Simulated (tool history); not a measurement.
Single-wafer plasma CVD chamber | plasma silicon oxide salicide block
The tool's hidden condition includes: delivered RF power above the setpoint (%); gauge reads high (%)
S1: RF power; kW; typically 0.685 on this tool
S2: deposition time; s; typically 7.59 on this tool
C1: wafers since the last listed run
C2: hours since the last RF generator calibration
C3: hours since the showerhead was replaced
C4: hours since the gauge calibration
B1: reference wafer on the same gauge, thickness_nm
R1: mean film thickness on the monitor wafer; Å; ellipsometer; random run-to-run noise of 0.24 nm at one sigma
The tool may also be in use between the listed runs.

Run 1, day 0.000: usual settings but S1 0.730 kW, S2 8.51 s; C1 0; C2 1367.9; C3 3392.5; C4 163.3; B1 74.400. Result: R1 913.44 Å.
Run 2, day 0.788: usual settings but S1 0.730 kW, S2 8.51 s; C1 886; C2 1386.8; C3 3411.4; C4 182.2; B1 74.195. Result: R1 915.67 Å.
Run 3, day 1.629: usual settings; C1 947; C2 1407.0; C3 3431.6; C4 202.4; B1 74.256. Result: R1 794.85 Å.
Run 4, day 2.308: usual settings; C1 764; C2 1423.3; C3 3447.9; C4 218.7; B1 74.290. Result: R1 789.58 Å.
Run 5, day 3.538: usual settings but S2 7.05 s; C1 1383; C2 1452.8; C3 3477.4; C4 248.2; B1 74.308. Result: R1 735.39 Å.
Run 6, day 4.167: usual settings but S2 7.05 s; C1 708; C2 1467.9; C3 3492.5; C4 263.3; B1 74.256. Result: R1 733.13 Å.
Run 7, day 4.921: usual settings but S2 8.26 s; C1 848; C2 1486.0; C3 3510.6; C4 281.4; B1 74.308. Result: R1 860.47 Å.
Run 8, day 6.008: usual settings but S2 8.26 s; C1 1224; C2 1512.1; C3 3536.7; C4 307.5; B1 74.307. Result: R1 861.69 Å.
Run 9, day 7.242: usual settings but S2 8.26 s; C1 1388; C2 1541.7; C3 3566.3; C4 337.1; B1 74.334. Result: R1 860.01 Å.
Run 10, day 8.717: usual settings but S1 0.595 kW; C1 1660; C2 1577.1; C3 3601.7; C4 372.5; B1 74.308. Result: R1 742.68 Å.
Run 11, day 9.304: usual settings but S1 0.595 kW; C1 661; C2 1591.2; C3 3615.8; C4 386.6; B1 74.380. Result: R1 741.23 Å.
Run 12, day 10.504: usual settings but S1 0.595 kW; C1 1350; C2 1620.0; C3 3644.6; C4 415.4; B1 74.362. Result: R1 739.15 Å.
Run 13, day 11.225: usual settings but S1 0.655 kW, S2 7.10 s; C1 811; C2 1637.3; C3 3661.9; C4 432.7; B1 74.232. Result: R1 720.87 Å.
Run 14, day 12.438: usual settings but S1 0.655 kW, S2 7.10 s; C1 1364; C2 1666.4; C3 3691.0; C4 461.8; B1 74.246. Result: R1 724.86 Å.
Run 15, day 13.829: usual settings but S1 0.790 kW; C1 1566; C2 1699.8; C3 3724.4; C4 495.2; B1 74.325. Result: R1 841.43 Å.
At day 15.204: RF generator calibrated.
Run 16, day 15.225: usual settings but S1 0.560 kW, S2 9.04 s; C1 1195; C2 0.5; C3 3757.9; C4 528.7; B1 74.293. Result: R1 839.76 Å.
Run 17, day 16.050: usual settings but S1 0.815 kW, S2 6.22 s; C1 928; C2 20.3; C3 3777.7; C4 548.5; B1 74.346. Result: R1 678.52 Å.
Run 18, day 16.617: usual settings but S1 0.590 kW, S2 8.98 s; C1 637; C2 33.9; C3 3791.3; C4 562.1; B1 74.364. Result: R1 852.48 Å.
Run 19, day 17.900: usual settings but S1 0.760 kW, S2 9.05 s; C1 1444; C2 64.7; C3 3822.1; C4 592.9; B1 74.305. Result: R1 955.45 Å.
Run 20, day 18.804: usual settings but S1 0.605 kW, S2 9.00 s; C1 1017; C2 86.4; C3 3843.8; C4 614.6; B1 74.231. Result: R1 864.48 Å.
At day 19.329: showerhead replaced.
At day 19.600: gauge calibrated.
At day 19.788: RF generator calibrated, repeated, since the last time left the tool worse.
Run 21, day 20.204: usual settings but S1 0.740 kW, S2 7.16 s; C1 825; C2 10.0; C3 21.0; C4 14.5; B1 74.384. Result: R1 787.19 Å.
Run 22, day 21.079: usual settings but S2 8.26 s; C1 984; C2 31.0; C3 42.0; C4 35.5; B1 74.301. Result: R1 880.95 Å.
Run 23, day 21.896: usual settings but S1 0.615 kW, S2 7.97 s; C1 919; C2 50.6; C3 61.6; C4 55.1; B1 74.301. Result: R1 811.99 Å.
Run 24, day 23.088: usual settings but S1 0.730 kW, S2 6.76 s; C1 1341; C2 79.2; C3 90.2; C4 83.7; B1 74.289. Result: R1 738.43 Å.
Run 25, day 24.179: usual settings; C1 1228; C2 105.4; C3 116.4; C4 109.9; B1 74.285. Result: R1 806.08 Å.
Run 26, day 25.571: usual settings but S1 0.770 kW, S2 6.32 s; C1 1566; C2 138.8; C3 149.8; C4 143.3; B1 74.279. Result: R1 704.97 Å.

Hidden condition of the tool, last listed run before each entry between runs versus first listed run after:
Between runs 15 and 16: RF generator calibrated (day 15.204)
  delivered RF power above the setpoint (%): -6.02 -> -10.4
  measured less the result without the state, R1: -23.10 -> -41.59 Å
Between runs 20 and 21: showerhead replaced (day 19.329); gauge calibrated (day 19.600); RF generator calibrated, repeated, since the last time left the tool worse (day 19.788)
  delivered RF power above the setpoint (%): -10.4 -> -0.00269
  measured less the result without the state, R1: -42.89 -> +0.00 Å
